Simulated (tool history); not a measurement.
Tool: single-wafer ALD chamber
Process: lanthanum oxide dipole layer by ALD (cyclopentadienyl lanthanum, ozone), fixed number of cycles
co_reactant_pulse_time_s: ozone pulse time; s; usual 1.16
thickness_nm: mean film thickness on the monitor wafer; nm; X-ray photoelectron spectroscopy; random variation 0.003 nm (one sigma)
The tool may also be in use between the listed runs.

run,hour,co_reactant_pulse_time_s,"read-back reference wafer on the same gauge, thickness_nm",thickness_nm
1,0.0,1.16,0.581,0.495
2,97.1,1.16,0.580,0.494
3,153.4,1.16,0.581,0.486
4,233.3,1.16,0.579,0.483
5,305.2,1.16,0.580,0.482
# hour 313.2: thermocouple changed; heater temperature recalibrated
# hour 390.9: ozone generator serviced
6,408.3,1.16,0.580,0.527
7,479.2,1.16,0.582,0.515
# hour 570.1: showerhead replaced
8,570.6,0.76,0.581,0.440
9,609.7,1.16,0.581,0.522
10,714.4,1.16,0.581,0.519
11,764.3,1.16,0.581,0.514
# hour 776.9: gauge calibrated
12,848.4,0.79,0.581,0.446
13,919.4,1.32,0.581,0.538
14,997.6,0.96,0.579,0.476

Forecast each of these 3 alternatives for the next run:
A,998.0,0.77,?,?
B,998.0,0.75,?,?
C,998.0,1.01,?,?

run,"read-back reference wafer on the same gauge, thickness_nm",thickness_nm
A,0.581,0.436
B,0.581,0.430
C,0.581,0.491
Without the tool's hidden state the same runs would have given:
run,thickness_nm
A,0.452
B,0.447
C,0.504

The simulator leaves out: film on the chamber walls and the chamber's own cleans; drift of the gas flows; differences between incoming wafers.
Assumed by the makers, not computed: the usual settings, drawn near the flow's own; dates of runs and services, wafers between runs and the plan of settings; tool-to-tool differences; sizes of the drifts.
